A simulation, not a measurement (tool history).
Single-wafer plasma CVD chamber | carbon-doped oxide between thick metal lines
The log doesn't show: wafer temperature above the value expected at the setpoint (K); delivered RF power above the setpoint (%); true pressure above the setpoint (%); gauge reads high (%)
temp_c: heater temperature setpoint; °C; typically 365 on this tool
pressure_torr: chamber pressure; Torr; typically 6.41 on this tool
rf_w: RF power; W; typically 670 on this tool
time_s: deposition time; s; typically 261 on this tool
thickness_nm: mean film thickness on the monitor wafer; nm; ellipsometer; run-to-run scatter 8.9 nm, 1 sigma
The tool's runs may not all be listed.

run	hour	temp_c	pressure_torr	rf_w	time_s	wafers since the last listed run	hours since the last thermocouple change	hours since the last RF generator calibration	hours since the last manometer calibration	hours since the showerhead was replaced	hours since the gauge calibration	read-back reference wafer on the same gauge, thickness_nm	thickness_nm
1	0.0	373	6.41	670	292	0	907.0	1387.7	921.2	6787.5	260.1	1497.770	1688.452
2	29.5	373	6.41	670	292	259	936.5	1417.2	950.7	6817.0	289.6	1500.941	1686.628
3	97.0	361	6.41	565	261	593	1004.0	1484.7	1018.2	6884.5	357.1	1498.826	1395.282
4	192.9	361	6.41	565	261	843	1099.9	1580.6	1114.1	6980.4	453.0	1498.591	1399.237
5	219.5	361	6.41	565	261	234	1126.5	1607.2	1140.7	7007.0	479.6	1501.229	1395.012
6	247.3	365	6.41	670	298	244	1154.3	1635.0	1168.5	7034.8	507.4	1499.256	1739.087
7	289.8	365	6.41	670	298	373	1196.8	1677.5	1211.0	7077.3	549.9	1499.573	1741.492
# hour 310.5: RF generator calibrated
8	348.6	365	6.41	670	298	446	1255.6	38.1	1269.8	7136.1	608.7	1499.698	1830.185
9	381.6	365	5.35	670	261	290	1288.6	71.1	1302.8	7169.1	641.7	1501.935	1554.672
# hour 416.6: showerhead replaced
10	417.1	365	6.41	775	261	241	1324.1	106.6	1338.3	0.5	677.2	1499.405	1710.015
11	482.1	365	7.98	670	291	571	1389.1	171.6	1403.3	65.5	742.2	1500.103	1808.085
12	529.5	365	6.41	605	261	416	1436.5	219.0	1450.7	112.9	789.6	1501.673	1479.819
# hour 575.3: gauge calibrated
13	590.9	372	6.41	670	261	540	1497.9	280.4	1512.1	174.3	15.6	1501.073	1550.113
# hour 630.0: thermocouple changed; heater temperature recalibrated
14	659.1	365	6.41	670	261	529	29.1	348.6	1580.3	242.5	83.8	1500.986	1581.279
# hour 762.6: capacitance manometer re-zeroed and calibrated
15	819.2	374	6.41	670	227	1338	189.2	508.7	56.6	402.6	243.9	1499.837	1329.798
16	864.8	365	6.41	670	242	401	234.8	554.3	102.2	448.2	289.5	1498.863	1438.039
17	900.0	352	6.41	670	301	309	270.0	589.5	137.4	483.4	324.7	1500.613	1844.522
18	960.6	357	6.41	805	261	533	330.6	650.1	198.0	544.0	385.3	1498.665	1722.514

Exercise: give the hidden state of the tool at every run:
wafer temperature above the value expected at the setpoint (K): 0 in every run
true pressure above the setpoint (%): 0 in every run
gauge reads high (%): 0 in every run
H1: delivered RF power above the setpoint (%)
run	H1
1	-8.33
2	-8.37
3	-8.44
4	-8.53
5	-8.55
6	-8.57
7	-8.6
8	-0.9
9	-1.37
10	-1.84
11	-2.62
12	-3.14
13	-3.74
14	-4.34
15	-5.47
16	-5.74
17	-5.93
18	-6.23
